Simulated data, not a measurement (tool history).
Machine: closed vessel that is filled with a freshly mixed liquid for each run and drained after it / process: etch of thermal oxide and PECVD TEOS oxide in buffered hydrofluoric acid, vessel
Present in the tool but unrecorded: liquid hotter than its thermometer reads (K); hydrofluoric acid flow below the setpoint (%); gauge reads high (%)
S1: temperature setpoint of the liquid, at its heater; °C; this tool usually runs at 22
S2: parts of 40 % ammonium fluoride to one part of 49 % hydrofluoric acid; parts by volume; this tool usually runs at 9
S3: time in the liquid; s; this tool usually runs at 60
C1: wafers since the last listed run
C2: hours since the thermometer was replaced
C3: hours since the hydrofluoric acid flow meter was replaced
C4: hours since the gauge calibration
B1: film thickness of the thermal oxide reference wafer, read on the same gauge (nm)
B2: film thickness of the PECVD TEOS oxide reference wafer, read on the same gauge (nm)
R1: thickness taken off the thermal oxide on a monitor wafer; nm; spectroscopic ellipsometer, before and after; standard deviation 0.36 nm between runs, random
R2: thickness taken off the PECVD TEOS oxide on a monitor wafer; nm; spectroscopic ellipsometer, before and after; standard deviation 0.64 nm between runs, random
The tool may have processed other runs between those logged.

run   hour    S1   S2  S3     C1      C2     C3     C4     B1      B2      R1      R2
  1      0    22    9  75      0  1274.7  446.5  227.7  49.99     110   90.31  134.54
  2  101.9    22    9  60  11326  1376.6  548.4  329.6     50  110.03   71.75  107.96
  3  120.2    22    9  60   2034  1394.9  566.7  347.9  50.04  109.99   72.19  109.87
  4    144    22    9  60   2645  1418.7  590.5  371.7  50.02  109.98   72.64  108.39
  5    162    22    9  80   2000  1436.7  608.5  389.7     50  109.98    96.8  144.38
  6  191.5    22    9  80   3278  1466.2    638  419.2  50.01  110.01   97.55  145.86
  7    204    22    9  80   1389  1478.7  650.5  431.7  50.02     110   97.28   144.6
  8  236.3    20    9  60   3590    1511  682.8    464     50  109.99   64.78   98.43
  9  262.8  24.5   11  85   2945  1537.5  709.3  490.5  49.99  109.99  100.72  152.38
     272.3  -- hydrofluoric acid flow meter replaced
     276.8  -- thermometer replaced
 10  284.5    22    7  60   2189     7.7   12.2  512.2  49.99  110.02   87.36  131.64
 11  304.8  26.5    8  30   2256      28   32.5  532.5  49.99  109.99   48.51   71.89
     316.4  -- gauge calibrated
 12  339.3  23.5    9  60   3834    62.5     67   22.9  49.98  110.01   72.84  109.04
 13  370.1    22    7  60   3423    93.3   97.8   53.7     50  110.02   88.17  132.55
 14  394.3    22    9  60   2689   117.5    122   77.9  49.98  109.99   66.69  100.94
 15  429.3    22  7.5  60   3890   152.5    157  112.9     50  109.99   81.44  123.88
 16  457.6    22    9  60   3145   180.8  185.3  141.2  50.03  110.01    67.3  100.47
 17  481.7    20    9  75   2678   204.9  209.4  165.3  50.02  109.98    75.5  112.65

Take each entry between the runs: how does the hidden state at the last listed run before it differ from the hidden state at the first listed run after it?
Logged between run 9 and run 10: hydrofluoric acid flow meter replaced (hour 272.3); thermometer replaced (hour 276.8)
  liquid hotter than its thermometer reads (K): 1.94 -> 0.233
  measured value less the no-hidden-state value, R1: +10.02 -> +1.1 nm; R2: +15.16 -> +1.66 nm
Logged between run 11 and run 12: gauge calibrated (hour 316.4)
  liquid hotter than its thermometer reads (K): 0.257 -> 0.297
  measured value less the no-hidden-state value, R1: +0.67 -> +1.18 nm; R2: +0.99 -> +1.78 nm

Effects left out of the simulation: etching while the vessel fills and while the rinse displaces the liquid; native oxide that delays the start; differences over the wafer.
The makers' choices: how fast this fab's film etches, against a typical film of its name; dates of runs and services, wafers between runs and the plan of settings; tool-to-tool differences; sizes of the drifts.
